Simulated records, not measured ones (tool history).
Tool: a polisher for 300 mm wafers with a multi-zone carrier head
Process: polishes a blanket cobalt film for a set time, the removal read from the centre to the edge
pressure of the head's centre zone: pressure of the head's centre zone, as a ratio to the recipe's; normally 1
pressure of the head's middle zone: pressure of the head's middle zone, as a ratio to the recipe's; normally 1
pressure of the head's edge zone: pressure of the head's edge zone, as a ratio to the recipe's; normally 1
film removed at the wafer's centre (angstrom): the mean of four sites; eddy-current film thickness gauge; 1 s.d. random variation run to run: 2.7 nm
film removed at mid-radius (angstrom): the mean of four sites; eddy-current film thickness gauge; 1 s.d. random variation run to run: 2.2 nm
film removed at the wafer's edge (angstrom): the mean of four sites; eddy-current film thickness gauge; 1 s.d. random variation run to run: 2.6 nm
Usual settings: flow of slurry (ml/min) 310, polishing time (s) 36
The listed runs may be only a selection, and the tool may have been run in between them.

run   hour  flow of slurry (ml/min)  pressure of the head's centre zone  pressure of the head's middle zone  pressure of the head's edge zone  polishing time (s)  incoming thickness of the incoming film, nm  film removed at the wafer's centre (angstrom)  film removed at mid-radius (angstrom)  film removed at the wafer's edge (angstrom)
  1      0                      310                                   1                                   1                              1.05                  36                                       1370.5                                           1973                                   1990                                         1936
       8.4  -- worn pad replaced by a new one
  2   30.3                      310                                 1.1                                   1                                 1                  47                                       1355.3                                           2816                                   2567                                         2481
      56.5  -- centre zone pressure recalibrated
  3   59.8                      310                                1.07                                1.04                                 1                  46                                       1384.9                                           2681                                   2611                                         2401
  4   75.7                      310                                   1                                0.95                                 1                  48                                       1365.5                                           2621                                   2502                                         2508
  5   89.8                      310                                   1                                   1                                 1                  36                                       1386.1                                           1945                                   1993                                         1865
  6  176.1                      310                                   1                                   1                                 1                  36                                       1375.7                                           1963                                   1970                                         1847
     181.6  -- slurry nozzle cleaned
  7  188.9                      310                                   1                                   1                                 1                  36                                         1350                                           1941                                   1963                                         1838
  8  222.1                      310                                   1                                   1                                 1                  36                                         1377                                           1945                                   1966                                         1846
  9  246.5                      310                                0.97                                   1                                 1                  25                                       1371.2                                           1276                                   1366                                         1295
     266.9  -- worn pad replaced by a new one
 10  278.9                      310                                   1                                1.07                               0.9                  36                                       1364.2                                           1948                                   2083                                         1799
 11    307                      310                                0.96                                   1                                 1                  40                                       1354.1                                           2056                                   2156                                         2125
     335.9  -- edge zone pressure recalibrated
 12  384.9                      405                                   1                                   1                                 1                  36                                       1374.7                                           1991                                   2018                                         1935
 13  414.3                      310                                   1                                1.06                              1.05                  44                                       1347.4                                           2446                                   2502                                         2314
 14  443.5                      310                                   1                                   1                                 1                  36                                         1382                                           1936                                   1990                                         1876
     456.3  -- slurry nozzle cleaned
 15  457.1                      310                                   1                                   1                                 1                  36                                       1353.3                                           1977                                   1987                                         1885
     467.4  -- centre zone pressure recalibrated
 16  484.1                      310                                   1                                   1                                 1                  36                                       1371.2                                           1951                                   1972                                         1949
 17  514.4                      310                                   1                                   1                                 1                  36                                       1355.9                                           1992                                   1952                                         1892
     530.1  -- worn pad replaced by a new one
 18  534.8                      310                                1.05                                   1                              0.88                  36                                       1367.9                                           2062                                   1954                                         1782
     553.9  -- carrier head's membrane replaced by a new one
 19  567.1                      310                                   1                                   1                                 1                  36                                       1355.9                                           1964                                   1937                                         1907
 20  583.1                      390                                0.96                                   1                              0.95                  36                                       1380.3                                           1900                                   2033                                         1841
 21    601                      355                                0.89                                   1                              0.96                  27                                       1363.8                                           1294                                   1513                                         1386
 22    616                      355                                   1                                   1                              1.06                  36                                       1353.6                                           2014                                   1990                                         1926
 23  641.5                      310                                1.08                                   1                                 1                  36                                       1377.5                                           2101                                   1969                                         1894

Each row is a separate what-if for the run after 23, all from the same tool condition, not one after another. Results?
  A  641.9                      310                                   1                                   1                                 1                  36                                       1348.1                                              ?                                      ?                                            ?
  B  641.9                      310                                 1.1                                0.94                                 1                  36                                       1348.1                                              ?                                      ?                                            ?
  C  641.9                      210                                   1                                1.06                              0.93                  36                                       1348.1                                              ?                                      ?                                            ?

run  film removed at the wafer's centre (angstrom)  film removed at mid-radius (angstrom)  film removed at the wafer's edge (angstrom)
  A                                           2029                                   1973                                         1872
  B                                           2227                                   1872                                         1873
  C                                           1980                                   2027                                         1776
Take away the tool's hidden state, keep each run's random variation, and the runs would have read:
run  film removed at the wafer's centre (angstrom)  film removed at mid-radius (angstrom)  film removed at the wafer's edge (angstrom)
  A                                           2029                                   1973                                         1872
  B                                           2227                                   1872                                         1873
  C                                           1980                                   2027                                         1776

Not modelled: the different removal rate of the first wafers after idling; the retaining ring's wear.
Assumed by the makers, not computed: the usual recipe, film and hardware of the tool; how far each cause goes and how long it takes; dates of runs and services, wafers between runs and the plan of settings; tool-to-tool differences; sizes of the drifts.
